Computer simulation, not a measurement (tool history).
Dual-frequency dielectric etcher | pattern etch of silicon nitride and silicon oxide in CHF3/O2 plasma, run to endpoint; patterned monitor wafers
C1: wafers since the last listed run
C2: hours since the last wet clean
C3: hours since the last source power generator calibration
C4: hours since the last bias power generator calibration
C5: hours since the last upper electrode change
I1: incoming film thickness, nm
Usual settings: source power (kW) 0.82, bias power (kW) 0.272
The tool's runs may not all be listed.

run 1 hour=0 | source_power_(kW)=0.95 bias_power_(kW)=0.235 | C1=0 C2=210.3 C3=4485.9 C4=2724.5 C5=4777.2 | I1=307.8 | endpoint_time_(s)=157
run 2 hour=30.5 | source_power_(kW)=0.95 bias_power_(kW)=0.235 | C1=246 C2=240.8 C3=4516.4 C4=2755 C5=4807.7 | I1=307.9 | endpoint_time_(s)=158.6
run 3 hour=48.8 | source_power_(kW)=0.89 bias_power_(kW)=0.272 | C1=147 C2=259.1 C3=4534.7 C4=2773.3 C5=4826 | I1=306.4 | endpoint_time_(s)=151
run 4 hour=78.8 | source_power_(kW)=0.82 bias_power_(kW)=0.315 | C1=242 C2=289.1 C3=4564.7 C4=2803.3 C5=4856 | I1=307.2 | endpoint_time_(s)=146.3
run 5 hour=114.6 | source_power_(kW)=0.78 bias_power_(kW)=0.272 | C1=289 C2=324.9 C3=4600.5 C4=2839.1 C5=4891.8 | I1=308.6 | endpoint_time_(s)=160
-- hour=154 wet clean of the chamber
run 6 hour=154.5 | source_power_(kW)=0.82 bias_power_(kW)=0.272 | C1=128 C2=0.5 C3=4640.4 C4=2879 C5=4931.7 | I1=307.4 | endpoint_time_(s)=153.1
run 7 hour=165.8 | source_power_(kW)=0.82 bias_power_(kW)=0.272 | C1=91 C2=11.8 C3=4651.7 C4=2890.3 C5=4943 | I1=305.4 | endpoint_time_(s)=152.1
run 8 hour=198.2 | source_power_(kW)=0.82 bias_power_(kW)=0.272 | C1=261 C2=44.2 C3=4684.1 C4=2922.7 C5=4975.4 | I1=310 | endpoint_time_(s)=153.2
run 9 hour=219.1 | source_power_(kW)=0.82 bias_power_(kW)=0.254 | C1=168 C2=65.1 C3=4705 C4=2943.6 C5=4996.3 | I1=308.6 | endpoint_time_(s)=157.3
-- hour=250.8 upper electrode replaced
run 10 hour=251.3 | source_power_(kW)=0.82 bias_power_(kW)=0.272 | C1=66 C2=97.3 C3=4737.2 C4=2975.8 C5=0.5 | I1=308.2 | endpoint_time_(s)=152.1
run 11 hour=255.5 | source_power_(kW)=0.67 bias_power_(kW)=0.272 | C1=33 C2=101.5 C3=4741.4 C4=2980 C5=4.7 | I1=305.4 | endpoint_time_(s)=167
-- hour=263.5 source power generator calibrated
run 12 hour=290.4 | source_power_(kW)=0.82 bias_power_(kW)=0.272 | C1=249 C2=136.4 C3=26.9 C4=3014.9 C5=39.6 | I1=306 | endpoint_time_(s)=156.6

The next listed run, before its measurement:
-- hour=303.4 bias power generator calibrated
run 13 hour=320.2 | source_power_(kW)=0.82 bias_power_(kW)=0.272 | C1=208 C2=166.2 C3=56.7 C4=16.8 C5=69.4 | I1=305.5 | endpoint_time_(s)=?

endpoint time (s): 153.4
Without the tool's hidden state the same run would have given endpoint time (s) 150.3.

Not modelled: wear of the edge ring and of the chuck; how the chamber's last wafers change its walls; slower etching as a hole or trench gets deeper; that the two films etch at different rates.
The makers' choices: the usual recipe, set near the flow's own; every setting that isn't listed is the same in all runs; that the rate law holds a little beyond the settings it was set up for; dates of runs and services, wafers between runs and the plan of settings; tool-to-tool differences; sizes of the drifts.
